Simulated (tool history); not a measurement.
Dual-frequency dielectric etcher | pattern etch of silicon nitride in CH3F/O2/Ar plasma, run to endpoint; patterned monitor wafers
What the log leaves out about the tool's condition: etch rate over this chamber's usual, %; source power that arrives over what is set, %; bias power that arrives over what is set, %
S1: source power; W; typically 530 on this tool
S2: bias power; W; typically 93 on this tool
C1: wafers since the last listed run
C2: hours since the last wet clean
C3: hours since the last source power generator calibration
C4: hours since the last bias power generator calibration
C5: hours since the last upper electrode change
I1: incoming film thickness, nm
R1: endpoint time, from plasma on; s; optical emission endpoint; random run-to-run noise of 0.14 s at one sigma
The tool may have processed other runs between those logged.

run	day	S1	S2	C1	C2	C3	C4	C5	I1	R1
1	0.000	590	93	0	519.0	2417.6	2750.5	1600.6	35.18	33.3
2	2.721	590	93	470	584.3	2482.9	2815.8	1665.9	35.31	33.4
# day 4.208: wet clean of the chamber
3	4.229	530	93	87	0.5	2519.1	2852.0	1702.1	35.50	35.6
4	4.979	530	109	129	18.5	2537.1	2870.0	1720.1	35.25	33.0
5	6.933	530	93	338	65.4	2584.0	2916.9	1767.0	36.03	35.9
6	8.025	530	93	188	91.6	2610.2	2943.1	1793.2	35.48	35.5
7	10.400	530	93	410	148.6	2667.2	3000.1	1850.2	35.43	35.3
# day 12.396: source power generator calibrated
8	12.938	530	93	410	209.5	13.0	3061.0	1911.1	35.17	37.0
9	15.538	530	86	449	271.9	75.4	3123.4	1973.5	35.27	38.4
# day 17.312: bias power generator calibrated
10	18.075	530	93	410	332.8	136.3	18.3	2034.4	34.91	36.4
11	20.554	480	98	428	392.3	195.8	77.8	2093.9	35.60	38.2
# day 24.054: wet clean of the chamber
12	24.075	480	98	436	0.5	280.3	162.3	2178.4	35.08	37.6
13	25.596	480	98	263	37.0	316.8	198.8	2214.9	35.46	38.4
14	28.138	570	102	439	98.0	377.8	259.8	2275.9	35.44	34.0
# day 29.083: source power generator calibrated, repeated, since the last time left the tool worse
15	30.304	460	104	346	150.0	29.3	311.8	2327.9	35.19	36.7
16	31.583	640	106	221	180.7	60.0	342.5	2358.6	35.40	31.0
17	32.700	530	93	193	207.5	86.8	369.3	2385.4	35.46	36.0
18	34.767	490	93	357	257.1	136.4	418.9	2435.0	35.43	37.6
19	37.104	490	106	404	313.2	192.5	475.0	2491.1	35.28	35.3
20	39.029	530	84	333	359.4	238.7	521.2	2537.3	35.49	37.6
21	41.842	530	109	486	426.9	306.2	588.7	2604.8	35.79	33.7
22	43.496	440	75	286	466.6	345.9	628.4	2644.5	35.19	43.6
# day 44.950: wet clean of the chamber
# day 45.571: upper electrode replaced
23	45.592	450	93	81	15.4	396.2	678.7	0.5	35.19	38.8
24	47.021	470	93	247	49.7	430.5	713.0	34.8	35.51	38.4
25	48.425	430	110	242	83.4	464.2	746.7	68.5	35.43	37.0
26	50.542	630	87	366	134.2	515.0	797.5	119.3	35.29	33.7
27	53.062	600	93	436	194.7	575.5	858.0	179.8	35.26	33.4
28	54.912	490	109	320	239.1	619.9	902.4	224.2	35.07	34.3
29	57.867	530	104	511	310.0	690.8	973.3	295.1	35.37	34.1
30	62.608	620	77	820	423.8	804.6	1087.1	408.9	35.20	35.3
31	63.708	490	81	190	450.2	831.0	1113.5	435.3	35.30	39.3
32	65.533	530	93	315	494.0	874.8	1157.3	479.1	35.62	35.9
33	67.067	420	101	265	530.8	911.6	1194.1	515.9	35.36	38.7
34	68.308	530	93	214	560.6	941.4	1223.9	545.7	35.37	35.4
# day 70.146: wet clean of the chamber
35	70.167	530	79	148	0.5	986.0	1268.5	590.3	35.18	38.0
36	71.279	640	86	192	27.2	1012.7	1295.2	617.0	35.15	33.5

Consider 3 possible next runs. They are alternatives, not a sequence: every one starts from the tool as it was left by run 36. What does each give?
A	71.296	530	93	2	27.6	1013.1	1295.6	617.4	35.37	?
B	71.296	600	72	2	27.6	1013.1	1295.6	617.4	35.37	?
C	71.296	620	93	2	27.6	1013.1	1295.6	617.4	35.37	?

run	R1
A	35.6
B	37.5
C	32.9
With no hidden state in the tool, these same runs would have given:
run	R1
A	35.9
B	37.8
C	33.2
